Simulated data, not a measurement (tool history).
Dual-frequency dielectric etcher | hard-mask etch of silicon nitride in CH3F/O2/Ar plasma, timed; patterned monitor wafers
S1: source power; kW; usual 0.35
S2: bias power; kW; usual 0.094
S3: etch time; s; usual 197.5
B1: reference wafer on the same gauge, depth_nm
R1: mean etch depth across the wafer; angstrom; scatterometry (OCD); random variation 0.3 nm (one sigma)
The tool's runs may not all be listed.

| run | hour | S1 | S2 | S3 | B1 | R1 |
|---|---|---|---|---|---|---|
| 1 | 0 | 0.42 | 0.094 | 197.5 | 171 | 1546 |
| 2 | 64.5 | 0.35 | 0.094 | 197.5 | 171 | 1472 |
| 3 | 119.3 | 0.35 | 0.094 | 197.5 | 171.1 | 1474 |
|  | 189.8 | wet clean of the chamber |
| 4 | 190.3 | 0.35 | 0.094 | 197.5 | 171 | 1474 |
|  | 192 | gauge calibrated |
| 5 | 240.6 | 0.35 | 0.094 | 197.5 | 170.9 | 1473 |
| 6 | 309.9 | 0.35 | 0.094 | 197.5 | 171 | 1475 |
| 7 | 379.8 | 0.35 | 0.094 | 197.5 | 171.1 | 1474 |
| 8 | 439.9 | 0.35 | 0.094 | 197.5 | 171.1 | 1474 |
| 9 | 599.2 | 0.28 | 0.072 | 197.5 | 170.9 | 1314 |
| 10 | 661.7 | 0.26 | 0.108 | 252.5 | 171.1 | 1818 |
|  | 725.9 | wet clean of the chamber |
| 11 | 732.8 | 0.4 | 0.102 | 178.5 | 170.9 | 1413 |
|  | 765.9 | upper electrode replaced |
| 12 | 819.4 | 0.35 | 0.094 | 182 | 171 | 1362 |
|  | 824.3 | bias power generator calibrated |
| 13 | 875.6 | 0.3 | 0.077 | 218 | 171 | 1463 |
| 14 | 903.3 | 0.39 | 0.094 | 161.5 | 171 | 1215 |
|  | 921.1 | source power generator calibrated |
| 15 | 931.5 | 0.35 | 0.094 | 197.5 | 170.8 | 1443 |
| 16 | 962.7 | 0.35 | 0.094 | 229 | 170.9 | 1667 |
| 17 | 1016.3 | 0.35 | 0.094 | 197.5 | 170.9 | 1442 |
| 18 | 1058.1 | 0.29 | 0.101 | 234 | 171.1 | 1651 |
| 19 | 1098.9 | 0.35 | 0.094 | 197.5 | 171 | 1444 |
| 20 | 1170.6 | 0.43 | 0.104 | 223.5 | 171 | 1767 |
|  | 1216.7 | wet clean of the chamber |
| 21 | 1222.1 | 0.3 | 0.085 | 197.5 | 171.1 | 1355 |
|  | 1241.2 | bias power generator calibrated, repeated, since the last time left the tool worse |
| 22 | 1290.1 | 0.32 | 0.094 | 181 | 170.9 | 1319 |
| 23 | 1332.8 | 0.43 | 0.094 | 197.5 | 170.9 | 1549 |
|  | 1339.2 | gauge calibrated |
| 24 | 1382.4 | 0.27 | 0.078 | 251 | 171 | 1674 |
| 25 | 1428.2 | 0.4 | 0.113 | 163 | 171 | 1308 |
| 26 | 1457.8 | 0.38 | 0.071 | 197.5 | 171 | 1410 |
| 27 | 1603.3 | 0.43 | 0.094 | 197.5 | 171.1 | 1558 |
| 28 | 1644.8 | 0.33 | 0.086 | 197.5 | 171.2 | 1413 |
| 29 | 1669.9 | 0.29 | 0.094 | 197.5 | 170.9 | 1403 |
| 30 | 1703 | 0.32 | 0.094 | 197.5 | 171 | 1437 |

3 ways to go on from here, each from the tool as it stands after run 30. What would each give?
| A | 1703.5 | 0.37 | 0.094 | 197.5 | ? | ? |
| B | 1703.5 | 0.35 | 0.105 | 197.5 | ? | ? |
| C | 1703.5 | 0.35 | 0.107 | 197.5 | ? | ? |

| run | B1 | R1 |
|---|---|---|
| A | 171 | 1482 |
| B | 171 | 1500 |
| C | 171 | 1507 |
Without the tool's hidden state the same runs would have given:
| run | R1 |
|---|---|
| A | 1478 |
| B | 1496 |
| C | 1503 |
